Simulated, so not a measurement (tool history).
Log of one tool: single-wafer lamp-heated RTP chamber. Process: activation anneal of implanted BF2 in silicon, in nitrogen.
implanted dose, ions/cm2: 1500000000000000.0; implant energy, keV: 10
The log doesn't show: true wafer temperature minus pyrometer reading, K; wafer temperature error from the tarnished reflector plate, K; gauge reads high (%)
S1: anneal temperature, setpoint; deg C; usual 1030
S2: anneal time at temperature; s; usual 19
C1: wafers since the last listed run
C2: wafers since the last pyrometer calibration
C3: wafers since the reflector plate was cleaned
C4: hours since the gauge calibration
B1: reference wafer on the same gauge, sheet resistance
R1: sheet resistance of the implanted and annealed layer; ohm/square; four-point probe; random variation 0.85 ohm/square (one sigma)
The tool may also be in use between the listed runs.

{"run": 1, "day": 0.0, "S1": 1030, "S2": 19, "C1": 0, "C2": 431, "C3": 1833, "C4": 345.1, "B1": 171.81, "R1": 189.19}
{"run": 2, "day": 1.304, "S1": 1030, "S2": 19, "C1": 311, "C2": 743, "C3": 2144, "C4": 376.4, "B1": 171.94, "R1": 189.16}
{"run": 3, "day": 2.25, "S1": 1030, "S2": 19, "C1": 225, "C2": 969, "C3": 2370, "C4": 399.1, "B1": 172.17, "R1": 187.42}
{"run": 4, "day": 3.6, "S1": 1030, "S2": 19, "C1": 322, "C2": 1291, "C3": 2692, "C4": 431.5, "B1": 172.43, "R1": 186.7}
{"run": 5, "day": 4.654, "S1": 1030, "S2": 19, "C1": 251, "C2": 1543, "C3": 2944, "C4": 456.8, "B1": 172.26, "R1": 187.19}
{"run": 6, "day": 5.525, "S1": 1030, "S2": 19, "C1": 207, "C2": 1751, "C3": 3152, "C4": 477.7, "B1": 171.78, "R1": 184.11}
{"run": 7, "day": 6.271, "S1": 1030, "S2": 19, "C1": 178, "C2": 1929, "C3": 3330, "C4": 495.6, "B1": 171.85, "R1": 182.22}
{"run": 8, "day": 6.992, "S1": 1030, "S2": 19, "C1": 172, "C2": 2101, "C3": 3502, "C4": 512.9, "B1": 171.73, "R1": 181.88}
{"run": 9, "day": 8.108, "S1": 1030, "S2": 19, "C1": 266, "C2": 2368, "C3": 3769, "C4": 539.7, "B1": 171.86, "R1": 180.15}
{"day": 9.225, "done": "pyrometer window cleaned and pyrometer calibrated"}
{"run": 10, "day": 9.283, "S1": 1030, "S2": 19, "C1": 201, "C2": 13, "C3": 3970, "C4": 567.9, "B1": 171.99, "R1": 188.74}
{"run": 11, "day": 13.375, "S1": 1013, "S2": 19, "C1": 977, "C2": 990, "C3": 4947, "C4": 666.1, "B1": 171.78, "R1": 216.38}
{"run": 12, "day": 14.512, "S1": 1021, "S2": 27, "C1": 271, "C2": 1262, "C3": 5219, "C4": 693.4, "B1": 172.03, "R1": 180.86}
{"run": 13, "day": 15.15, "S1": 1021, "S2": 27, "C1": 152, "C2": 1414, "C3": 5371, "C4": 708.7, "B1": 172.07, "R1": 181.87}
{"run": 14, "day": 15.788, "S1": 1021, "S2": 27, "C1": 152, "C2": 1566, "C3": 5524, "C4": 724.0, "B1": 172.03, "R1": 179.53}
{"run": 15, "day": 16.992, "S1": 1012, "S2": 22, "C1": 287, "C2": 1854, "C3": 5811, "C4": 752.9, "B1": 171.85, "R1": 204.08}
{"run": 16, "day": 17.629, "S1": 1044, "S2": 15, "C1": 152, "C2": 2006, "C3": 5963, "C4": 768.2, "B1": 171.74, "R1": 172.42}
{"day": 18.779, "done": "gauge calibrated"}
{"run": 17, "day": 19.088, "S1": 1030, "S2": 19, "C1": 348, "C2": 2355, "C3": 6312, "C4": 7.4, "B1": 172.01, "R1": 181.75}
{"run": 18, "day": 20.321, "S1": 1049, "S2": 19, "C1": 294, "C2": 2649, "C3": 6606, "C4": 37.0, "B1": 172.0, "R1": 154.09}
{"day": 20.904, "done": "pyrometer window cleaned and pyrometer calibrated"}
{"run": 19, "day": 21.625, "S1": 1030, "S2": 19, "C1": 231, "C2": 172, "C3": 6838, "C4": 68.3, "B1": 171.49, "R1": 185.07}
{"run": 20, "day": 22.846, "S1": 1048, "S2": 19, "C1": 291, "C2": 463, "C3": 7130, "C4": 97.6, "B1": 171.78, "R1": 162.44}
{"run": 21, "day": 23.554, "S1": 1011, "S2": 23, "C1": 169, "C2": 632, "C3": 7299, "C4": 114.6, "B1": 172.16, "R1": 206.38}
{"run": 22, "day": 24.821, "S1": 1014, "S2": 10, "C1": 302, "C2": 935, "C3": 7601, "C4": 145.0, "B1": 171.73, "R1": 254.86}
{"run": 23, "day": 25.604, "S1": 1030, "S2": 19, "C1": 187, "C2": 1122, "C3": 7789, "C4": 163.8, "B1": 172.37, "R1": 184.62}
{"run": 24, "day": 26.108, "S1": 1040, "S2": 8, "C1": 120, "C2": 1242, "C3": 7909, "C4": 175.9, "B1": 172.09, "R1": 208.25}
{"day": 26.488, "done": "reflector plate cleaned"}
{"run": 25, "day": 27.45, "S1": 1002, "S2": 25, "C1": 240, "C2": 1483, "C3": 230, "C4": 208.1, "B1": 172.05, "R1": 225.2}
{"run": 26, "day": 28.233, "S1": 1030, "S2": 19, "C1": 187, "C2": 1670, "C3": 417, "C4": 226.9, "B1": 172.2, "R1": 185.83}
{"run": 27, "day": 29.496, "S1": 1016, "S2": 13, "C1": 301, "C2": 1972, "C3": 718, "C4": 257.2, "B1": 171.84, "R1": 231.57}
{"run": 28, "day": 30.279, "S1": 1046, "S2": 23, "C1": 187, "C2": 2159, "C3": 905, "C4": 276.0, "B1": 171.99, "R1": 154.73}
{"run": 29, "day": 31.267, "S1": 1030, "S2": 19, "C1": 235, "C2": 2395, "C3": 1141, "C4": 299.7, "B1": 172.05, "R1": 179.18}
{"run": 30, "day": 32.396, "S1": 1040, "S2": 13, "C1": 269, "C2": 2664, "C3": 1411, "C4": 326.8, "B1": 171.64, "R1": 177.18}
{"run": 31, "day": 33.188, "S1": 1030, "S2": 19, "C1": 189, "C2": 2853, "C3": 1600, "C4": 345.8, "B1": 172.24, "R1": 176.72}
{"day": 33.542, "done": "pyrometer window cleaned and pyrometer calibrated"}
{"run": 32, "day": 33.904, "S1": 1010, "S2": 11, "C1": 91, "C2": 86, "C3": 1691, "C4": 363.0, "B1": 172.04, "R1": 265.72}
{"run": 33, "day": 35.296, "S1": 1030, "S2": 8, "C1": 332, "C2": 419, "C3": 2024, "C4": 396.4, "B1": 171.95, "R1": 236.11}
{"run": 34, "day": 36.725, "S1": 1030, "S2": 8, "C1": 341, "C2": 760, "C3": 2365, "C4": 430.7, "B1": 171.81, "R1": 234.37}
{"run": 35, "day": 37.625, "S1": 1030, "S2": 19, "C1": 214, "C2": 975, "C3": 2580, "C4": 452.3, "B1": 172.19, "R1": 189.11}
{"run": 36, "day": 38.558, "S1": 1030, "S2": 30, "C1": 222, "C2": 1198, "C3": 2803, "C4": 474.7, "B1": 172.04, "R1": 167.55}
{"run": 37, "day": 39.925, "S1": 1042, "S2": 14, "C1": 326, "C2": 1524, "C3": 3129, "C4": 507.5, "B1": 171.66, "R1": 180.14}

Forecast each of these 4 alternatives for the next run:
{"run": "A", "day": 39.942, "S1": 1008, "S2": 19, "C1": 3, "C2": 1528, "C3": 3133, "C4": 507.9, "B1": "?", "R1": "?"}
{"run": "B", "day": 39.942, "S1": 1040, "S2": 24, "C1": 3, "C2": 1528, "C3": 3133, "C4": 507.9, "B1": "?", "R1": "?"}
{"run": "C", "day": 39.942, "S1": 1015, "S2": 23, "C1": 3, "C2": 1528, "C3": 3133, "C4": 507.9, "B1": "?", "R1": "?"}
{"run": "D", "day": 39.942, "S1": 1011, "S2": 19, "C1": 3, "C2": 1528, "C3": 3133, "C4": 507.9, "B1": "?", "R1": "?"}

run=A B1=171.98 R1=227.37
run=B B1=171.98 R1=165.51
run=C B1=171.98 R1=200.46
run=D B1=171.98 R1=220.56
Without the tool's hidden state the same runs would have given:
run=A R1=242.11
run=B R1=172.22
run=C R1=212.22
run=D R1=234.48
